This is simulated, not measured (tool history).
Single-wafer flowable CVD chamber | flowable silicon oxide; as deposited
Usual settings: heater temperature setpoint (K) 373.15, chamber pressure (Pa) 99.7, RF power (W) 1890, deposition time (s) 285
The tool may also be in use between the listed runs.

| run | hour | heater temperature setpoint (K) | chamber pressure (Pa) | RF power (W) | deposition time (s) | read-back reference wafer on the same gauge, thickness_nm | mean film thickness on the monitor wafer (Å) |
|---|---|---|---|---|---|---|---|
| 1 | 0.0 | 373.15 | 99.7 | 1890 | 252 | 122.983 | 1327.01 |
| 2 | 31.1 | 373.15 | 99.7 | 1890 | 252 | 123.063 | 1325.09 |
| 3 | 94.8 | 373.15 | 99.7 | 1890 | 285 | 122.756 | 1497.11 |
| 4 | 121.3 | 373.15 | 99.7 | 1890 | 285 | 122.926 | 1498.06 |
| 5 | 166.4 | 378.15 | 99.7 | 1890 | 285 | 122.795 | 1248.65 |
| 6 | 237.7 | 378.15 | 99.7 | 1890 | 285 | 122.556 | 1243.79 |
| 7 | 305.2 | 373.15 | 99.7 | 1890 | 285 | 122.870 | 1485.01 |
| 8 | 334.7 | 373.15 | 99.7 | 1890 | 285 | 122.748 | 1499.86 |
| 9 | 404.4 | 373.15 | 99.7 | 1890 | 285 | 122.696 | 1499.17 |
| 10 | 466.0 | 373.15 | 99.7 | 1750 | 285 | 122.476 | 1465.25 |
| 11 | 534.1 | 373.15 | 109.7 | 1890 | 327 | 122.423 | 1836.29 |
| 12 | 583.0 | 373.15 | 99.7 | 1890 | 233 | 122.667 | 1217.72 |
| 13 | 612.1 | 378.15 | 99.7 | 1650 | 309 | 127.847 | 1374.02 |
| 14 | 663.9 | 373.15 | 99.7 | 1890 | 332 | 127.665 | 1800.42 |
| 15 | 716.0 | 373.15 | 99.7 | 1890 | 332 | 127.389 | 1801.60 |
| 16 | 741.5 | 373.15 | 99.7 | 1890 | 285 | 126.861 | 1554.92 |
| 17 | 792.7 | 369.15 | 99.7 | 1890 | 301 | 126.868 | 1865.54 |
| 18 | 858.5 | 383.15 | 112.3 | 1890 | 285 | 126.503 | 1194.67 |
| 19 | 929.9 | 379.15 | 79.7 | 2165 | 245 | 125.746 | 949.02 |
| 20 | 958.4 | 373.15 | 99.7 | 1890 | 285 | 125.863 | 1530.75 |
| 21 | 1017.5 | 373.15 | 99.7 | 1890 | 285 | 125.533 | 1531.51 |
| 22 | 1076.2 | 373.15 | 114.0 | 1890 | 254 | 125.465 | 1501.21 |
| 23 | 1134.1 | 385.15 | 77.5 | 1530 | 285 | 125.198 | 798.47 |
| 24 | 1170.0 | 358.15 | 99.7 | 1890 | 285 | 124.995 | 2491.11 |
| 25 | 1212.3 | 373.15 | 99.7 | 1890 | 285 | 124.973 | 1517.56 |
| 26 | 1262.1 | 373.15 | 99.7 | 1890 | 285 | 124.854 | 1515.72 |
| 27 | 1333.2 | 373.15 | 106.7 | 1890 | 285 | 124.775 | 1590.64 |
| 28 | 1398.9 | 373.15 | 75.9 | 2085 | 258 | 124.395 | 1151.31 |

Not shown: 5 entries that the log had between the listed runs. Between which runs, and how does the tool's hidden state differ before and after?
Between runs 3 and 4: thermocouple changed; heater temperature recalibrated (hour 106.2); capacitance manometer re-zeroed and calibrated (hour 107.2)
  gauge reads high (%): -3.27 -> -3.29
  measured less the result without the state, mean film thickness on the monitor wafer (Å): -50.55 -> -50.91
Between runs 10 and 11: showerhead replaced (hour 533.6)
  gauge reads high (%): -3.49 -> -3.52
  measured less the result without the state, mean film thickness on the monitor wafer (Å): -53.02 -> -67.05
Between runs 12 and 13: gauge calibrated (hour 602.5)
  gauge reads high (%): -3.54 -> 0.802
  measured less the result without the state, mean film thickness on the monitor wafer (Å): -44.72 -> +10.93
Between runs 18 and 19: RF generator calibrated (hour 892.7)
  gauge reads high (%): -0.458 -> -0.747
  measured less the result without the state, mean film thickness on the monitor wafer (Å): -5.50 -> -7.14
